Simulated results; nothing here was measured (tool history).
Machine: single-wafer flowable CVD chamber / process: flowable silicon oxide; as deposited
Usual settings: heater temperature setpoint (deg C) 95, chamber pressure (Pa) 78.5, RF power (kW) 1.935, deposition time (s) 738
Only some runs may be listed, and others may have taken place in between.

| run | hour | heater temperature setpoint (deg C) | chamber pressure (Pa) | RF power (kW) | deposition time (s) | read-back reference wafer on the same gauge, thickness_nm | mean film thickness on the monitor wafer (angstrom) |
|---|---|---|---|---|---|---|---|
| 1 | 0.0 | 95 | 78.5 | 2.050 | 738 | 283.199 | 3303.49 |
| 2 | 50.9 | 95 | 78.5 | 1.935 | 738 | 282.928 | 3264.84 |
| 3 | 76.4 | 95 | 78.5 | 1.935 | 738 | 282.901 | 3260.62 |
| 4 | 134.5 | 95 | 78.5 | 1.775 | 738 | 282.799 | 3168.57 |
|  | 181.2 | showerhead replaced |
| 5 | 198.9 | 95 | 78.5 | 1.775 | 738 | 282.817 | 3145.85 |
|  | 210.4 | capacitance manometer re-zeroed and calibrated |
| 6 | 260.4 | 95 | 78.5 | 1.775 | 738 | 283.142 | 3143.57 |
| 7 | 320.1 | 95 | 78.5 | 1.825 | 738 | 282.972 | 3182.56 |
| 8 | 392.0 | 95 | 78.5 | 1.825 | 738 | 282.806 | 3170.58 |
| 9 | 434.2 | 95 | 78.5 | 1.935 | 738 | 283.066 | 3258.12 |
| 10 | 468.6 | 95 | 78.5 | 1.935 | 738 | 283.095 | 3247.00 |
| 11 | 498.0 | 95 | 96.4 | 1.935 | 778 | 282.685 | 4163.25 |
|  | 522.1 | RF generator calibrated |
| 12 | 557.1 | 95 | 78.5 | 1.765 | 738 | 283.215 | 3248.37 |
| 13 | 611.2 | 95 | 78.5 | 1.765 | 738 | 282.994 | 3243.05 |
| 14 | 640.2 | 95 | 78.5 | 1.935 | 738 | 282.751 | 3323.50 |
| 15 | 702.5 | 95 | 78.5 | 1.935 | 851 | 283.104 | 3817.18 |
| 16 | 762.6 | 81 | 78.5 | 1.935 | 738 | 283.098 | 5303.99 |
| 17 | 826.6 | 95 | 78.5 | 1.935 | 738 | 282.892 | 3335.02 |
|  | 844.6 | thermocouple changed; heater temperature recalibrated |
| 18 | 888.3 | 109 | 83.7 | 1.595 | 688 | 283.166 | 1869.31 |
|  | 920.9 | gauge calibrated |
| 19 | 947.2 | 95 | 69.6 | 1.675 | 738 | 283.236 | 2818.30 |
| 20 | 987.7 | 102 | 65.6 | 1.935 | 738 | 283.276 | 2166.53 |
| 21 | 1055.9 | 95 | 78.5 | 1.935 | 738 | 282.921 | 3298.75 |
| 22 | 1119.7 | 95 | 78.5 | 1.935 | 841 | 283.105 | 3770.11 |
| 23 | 1176.9 | 95 | 78.5 | 1.935 | 738 | 283.172 | 3305.34 |
| 24 | 1232.7 | 95 | 78.5 | 2.115 | 738 | 283.088 | 3383.71 |
| 25 | 1284.2 | 95 | 78.5 | 1.935 | 738 | 283.105 | 3306.67 |
| 26 | 1354.6 | 95 | 78.5 | 1.935 | 806 | 283.000 | 3608.05 |
| 27 | 1419.6 | 95 | 66.1 | 1.935 | 659 | 282.744 | 2479.20 |
| 28 | 1443.7 | 83 | 78.5 | 1.935 | 787 | 283.064 | 5246.82 |

Had the tool no unlogged condition, and each run kept its random variation, what would the results have been?
What the log doesn't record here: wafer temperature above the value expected at the setpoint (K); delivered RF power above the setpoint (%); true pressure above the setpoint (%); gauge reads high (%).
| run | mean film thickness on the monitor wafer (angstrom) |
|---|---|
| 1 | 3368.14 |
| 2 | 3340.66 |
| 3 | 3337.66 |
| 4 | 3256.95 |
| 5 | 3236.85 |
| 6 | 3237.63 |
| 7 | 3280.88 |
| 8 | 3272.26 |
| 9 | 3353.94 |
| 10 | 3344.32 |
| 11 | 4290.05 |
| 12 | 3254.12 |
| 13 | 3251.31 |
| 14 | 3331.48 |
| 15 | 3829.11 |
| 16 | 5324.28 |
| 17 | 3350.28 |
| 18 | 1885.20 |
| 19 | 2839.18 |
| 20 | 2180.57 |
| 21 | 3322.81 |
| 22 | 3800.48 |
| 23 | 3334.24 |
| 24 | 3410.60 |
| 25 | 3339.86 |
| 26 | 3647.35 |
| 27 | 2508.16 |
| 28 | 5309.67 |

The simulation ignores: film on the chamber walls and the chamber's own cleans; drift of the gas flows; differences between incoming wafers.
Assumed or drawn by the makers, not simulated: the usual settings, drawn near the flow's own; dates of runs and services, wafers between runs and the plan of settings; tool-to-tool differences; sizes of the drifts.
